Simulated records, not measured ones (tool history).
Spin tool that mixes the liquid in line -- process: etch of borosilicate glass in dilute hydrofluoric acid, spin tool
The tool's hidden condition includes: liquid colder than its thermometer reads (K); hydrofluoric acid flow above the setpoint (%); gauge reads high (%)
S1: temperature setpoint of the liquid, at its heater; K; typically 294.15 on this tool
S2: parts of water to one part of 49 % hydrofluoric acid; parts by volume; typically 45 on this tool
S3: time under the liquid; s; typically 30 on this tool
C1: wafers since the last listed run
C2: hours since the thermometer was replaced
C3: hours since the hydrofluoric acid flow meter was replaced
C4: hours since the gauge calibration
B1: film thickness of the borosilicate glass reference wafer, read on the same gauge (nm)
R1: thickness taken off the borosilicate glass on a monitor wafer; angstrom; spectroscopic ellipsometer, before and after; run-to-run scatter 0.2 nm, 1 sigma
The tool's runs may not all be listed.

run    hour      S1  S2  S3   C1      C2      C3      C4      B1     R1
  1       0  295.65  45  30    0  1837.3    1779   682.6  110.01  257.6
  2    33.6  295.65  45  30  279  1870.9  1812.6   716.2     110  255.8
  3    73.9  295.65  45  30  334  1911.2  1852.9   756.5  109.99  258.3
  4   118.8  294.15  45  30  373  1956.1  1897.8   801.4  109.99  242.6
  5   158.7  294.15  45  30  331    1996  1937.7   841.3  110.01    241
  6     216  292.65  45  30  476  2053.3    1995   898.6  109.98  224.5
  7   257.6  292.65  45  30  345  2094.9  2036.6   940.2  110.02  224.6
  8   315.7  292.65  45  30  482    2153  2094.7   998.3  110.03  221.3
  9   354.5  294.15  45  45  322  2191.8  2133.5  1037.1  109.99  363.8
 10   408.5  294.15  45  45  448  2245.8  2187.5  1091.1  109.96  357.7
      435.1  -- gauge calibrated
 11   465.5  294.15  45  30  473  2302.8  2244.5    30.4  109.98  238.7
 12   491.3  294.15  45  30  214  2328.6  2270.3    56.2  109.99    237
 13   545.2  291.15  45  30  448  2382.5  2324.2   110.1  109.99  209.5
 14   590.7  291.15  45  30  378    2428  2369.7   155.6  110.01  207.2
      635.4  -- thermometer replaced
 15   660.6  294.15  45  30  572    25.2  2439.6   225.5     110  260.6
 16   723.3  290.65  65  40  521    87.9  2502.3   288.2  110.01  206.1
 17   752.1  294.15  45  30  239   116.7  2531.1     317  110.02  265.6
 18   780.8  294.15  30  35  238   145.4  2559.8   345.7  109.99  471.3
 19   821.5  295.65  40  30  338   186.1  2600.5   386.4  109.99    317
      831.2  -- hydrofluoric acid flow meter replaced
 20   852.3  298.65  30  15  247   216.9    21.1   417.2     110  237.5
 21   879.1  294.15  45  30  222   243.7    47.9     444  109.98  262.3
 22   909.8  292.15  45  30  255   274.4    78.6   474.7     110  240.1
 23   968.5  294.15  35  15  487   333.1   137.3   533.4  110.02  171.5
 24  1025.1  294.15  45  30  470   389.7   193.9     590  109.99    258
 25  1079.1  291.15  25  30  448   443.7   247.9     644  110.01  424.8
 26  1113.6  295.65  50  20  286   478.2   282.4   678.5  109.99  164.8
 27  1173.4  294.15  35  20  497     538   342.2   738.3  109.97  226.7
 28  1220.3  292.15  60  15  389   584.9   389.1   785.2  110.01   87.1
 29  1283.8  294.15  45  30  527   648.4   452.6   848.7  110.02  258.1
 30  1316.6  290.65  25  45  272   681.2   485.4   881.5  109.97  604.3
 31  1354.7  294.15  25  50  316   719.3   523.5   919.6  110.01  792.1
 32  1385.3  294.15  45  30  254   749.9   554.1   950.2  109.99  254.8
 33  1416.6  294.15  50  20  260   781.2   585.4   981.5  109.98  152.3

Branching from run 33: 4 alternative next runs. What would each branch give?
  A  1417  296.15  45  30   3  781.6  585.8  981.9   ?   ?
  B  1417  292.15  45  45   3  781.6  585.8  981.9   ?   ?
  C  1417  296.15  25  30   3  781.6  585.8  981.9   ?   ?
  D  1417  291.65  60  25   3  781.6  585.8  981.9   ?   ?

run      B1     R1
  A  110.03  280.7
  B  110.03    355
  C  110.03  518.3
  D  110.03  142.3
Take away the tool's hidden state, keep each run's random variation, and the runs would have read:
run     R1
  A  291.4
  B  369.1
  C  538.5
  D  147.9
